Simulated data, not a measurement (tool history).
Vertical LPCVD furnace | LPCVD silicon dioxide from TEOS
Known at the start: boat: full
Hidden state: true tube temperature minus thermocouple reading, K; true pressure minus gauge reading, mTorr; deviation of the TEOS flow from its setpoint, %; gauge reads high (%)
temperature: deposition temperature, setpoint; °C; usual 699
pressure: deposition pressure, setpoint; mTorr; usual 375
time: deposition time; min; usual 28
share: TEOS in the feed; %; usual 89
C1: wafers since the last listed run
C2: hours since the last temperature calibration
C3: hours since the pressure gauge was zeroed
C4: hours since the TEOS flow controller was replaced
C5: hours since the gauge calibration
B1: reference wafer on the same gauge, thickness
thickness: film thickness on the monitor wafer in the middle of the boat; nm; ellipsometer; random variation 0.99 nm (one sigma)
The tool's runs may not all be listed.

run 1 hour=0 | temperature=699 pressure=375 time=28 share=89 | C1=0 C2=4515.9 C3=2193.1 C4=5233.7 C5=1013.3 | B1=298.19 | thickness=278.15
run 2 hour=12.7 | temperature=699 pressure=375 time=28 share=89 | C1=174 C2=4528.6 C3=2205.8 C4=5246.4 C5=1026 | B1=298.17 | thickness=279.92
-- hour=25.8 gauge calibrated
run 3 hour=43.1 | temperature=699 pressure=375 time=28 share=89 | C1=418 C2=4559 C3=2236.2 C4=5276.8 C5=17.3 | B1=298.33 | thickness=279.9
-- hour=76.8 pressure gauge zeroed
run 4 hour=106.8 | temperature=699 pressure=375 time=28 share=89 | C1=546 C2=4622.7 C3=30 C4=5340.5 C5=81 | B1=297.94 | thickness=280.59
run 5 hour=123.6 | temperature=699 pressure=375 time=28 share=89 | C1=231 C2=4639.5 C3=46.8 C4=5357.3 C5=97.8 | B1=297.75 | thickness=281.75
run 6 hour=140.2 | temperature=699 pressure=395 time=28 share=89 | C1=228 C2=4656.1 C3=63.4 C4=5373.9 C5=114.4 | B1=297.93 | thickness=288.46
run 7 hour=156.8 | temperature=699 pressure=395 time=28 share=89 | C1=228 C2=4672.7 C3=80 C4=5390.5 C5=131 | B1=298.13 | thickness=288.41
run 8 hour=177.7 | temperature=699 pressure=395 time=28 share=89 | C1=287 C2=4693.6 C3=100.9 C4=5411.4 C5=151.9 | B1=298.21 | thickness=285.91
run 9 hour=210.5 | temperature=706 pressure=375 time=28 share=89 | C1=451 C2=4726.4 C3=133.7 C4=5444.2 C5=184.7 | B1=298.18 | thickness=328.27
run 10 hour=229.3 | temperature=706 pressure=375 time=28 share=89 | C1=258 C2=4745.2 C3=152.5 C4=5463 C5=203.5 | B1=298.07 | thickness=329.08
run 11 hour=256.7 | temperature=709 pressure=415 time=38.5 share=79 | C1=376 C2=4772.6 C3=179.9 C4=5490.4 C5=230.9 | B1=297.77 | thickness=480.66
run 12 hour=269.1 | temperature=699 pressure=290 time=23.5 share=72 | C1=170 C2=4785 C3=192.3 C4=5502.8 C5=243.3 | B1=298.37 | thickness=186.12
run 13 hour=293.3 | temperature=699 pressure=375 time=28 share=89 | C1=332 C2=4809.2 C3=216.5 C4=5527 C5=267.5 | B1=297.93 | thickness=279.37
run 14 hour=315.5 | temperature=699 pressure=295 time=28 share=97 | C1=305 C2=4831.4 C3=238.7 C4=5549.2 C5=289.7 | B1=298.1 | thickness=259.17
run 15 hour=338.5 | temperature=699 pressure=375 time=28 share=97 | C1=316 C2=4854.4 C3=261.7 C4=5572.2 C5=312.7 | B1=297.87 | thickness=295.44
run 16 hour=363.4 | temperature=699 pressure=290 time=28 share=78 | C1=342 C2=4879.3 C3=286.6 C4=5597.1 C5=337.6 | B1=298.04 | thickness=232.21
-- hour=403.3 TEOS flow controller replaced
run 17 hour=403.8 | temperature=703 pressure=375 time=28 share=89 | C1=225 C2=4919.7 C3=327 C4=0.5 C5=378 | B1=297.94 | thickness=310.42
-- hour=433.3 thermocouples replaced and temperature profile calibrated
run 18 hour=433.8 | temperature=699 pressure=375 time=35.5 share=89 | C1=82 C2=0.5 C3=357 C4=30.5 C5=408 | B1=297.83 | thickness=321.84
run 19 hour=456.2 | temperature=695 pressure=375 time=22.5 share=89 | C1=308 C2=22.9 C3=379.4 C4=52.9 C5=430.4 | B1=297.87 | thickness=186.81
run 20 hour=470.7 | temperature=699 pressure=375 time=28 share=89 | C1=199 C2=37.4 C3=393.9 C4=67.4 C5=444.9 | B1=297.52 | thickness=255.53
run 21 hour=492.5 | temperature=699 pressure=445 time=28 share=89 | C1=299 C2=59.2 C3=415.7 C4=89.2 C5=466.7 | B1=298.02 | thickness=279.48
run 22 hour=525.6 | temperature=689 pressure=455 time=28 share=89 | C1=455 C2=92.3 C3=448.8 C4=122.3 C5=499.8 | B1=297.76 | thickness=223.07
run 23 hour=553.9 | temperature=699 pressure=430 time=23 share=89 | C1=389 C2=120.6 C3=477.1 C4=150.6 C5=528.1 | B1=298.24 | thickness=226.16
run 24 hour=578.7 | temperature=710 pressure=320 time=24 share=83 | C1=341 C2=145.4 C3=501.9 C4=175.4 C5=552.9 | B1=298.1 | thickness=253.75
run 25 hour=607 | temperature=699 pressure=375 time=28 share=89 | C1=389 C2=173.7 C3=530.2 C4=203.7 C5=581.2 | B1=297.8 | thickness=256.62
run 26 hour=619.9 | temperature=688 pressure=400 time=17 share=89 | C1=177 C2=186.6 C3=543.1 C4=216.6 C5=594.1 | B1=297.9 | thickness=124.92
run 27 hour=647.8 | temperature=695 pressure=425 time=28 share=89 | C1=383 C2=214.5 C3=571 C4=244.5 C5=622 | B1=298.2 | thickness=249.46
run 28 hour=670.4 | temperature=699 pressure=375 time=28 share=89 | C1=310 C2=237.1 C3=593.6 C4=267.1 C5=644.6 | B1=298.03 | thickness=256.72
run 29 hour=706.3 | temperature=691 pressure=290 time=19 share=74 | C1=493 C2=273 C3=629.5 C4=303 C5=680.5 | B1=297.92 | thickness=116.1
run 30 hour=728 | temperature=708 pressure=310 time=38 share=97 | C1=298 C2=294.7 C3=651.2 C4=324.7 C5=702.2 | B1=298.3 | thickness=409.61

Measured less the same run without the tool's hidden state. The same run-to-run variation is in both; the gauge's scatter may not be:
run=1 thickness=+26.23
run=2 thickness=+26.46
run=3 thickness=+26.6
run=4 thickness=+26.98
run=5 thickness=+27.17
run=6 thickness=+27.91
run=7 thickness=+27.98
run=8 thickness=+27.85
run=9 thickness=+31.72
run=10 thickness=+31.9
run=11 thickness=+46.56
run=12 thickness=+18.42
run=13 thickness=+27.77
run=14 thickness=+25.87
run=15 thickness=+29.6
run=16 thickness=+23.37
run=17 thickness=+31.21
run=18 thickness=+3.5
run=19 thickness=+2.13
run=20 thickness=+2.96
run=21 thickness=+3.35
run=22 thickness=+2.88
run=23 thickness=+2.98
run=24 thickness=+3.39
run=25 thickness=+3.65
run=26 thickness=+1.84
run=27 thickness=+3.78
run=28 thickness=+3.96
run=29 thickness=+1.9
run=30 thickness=+6.65

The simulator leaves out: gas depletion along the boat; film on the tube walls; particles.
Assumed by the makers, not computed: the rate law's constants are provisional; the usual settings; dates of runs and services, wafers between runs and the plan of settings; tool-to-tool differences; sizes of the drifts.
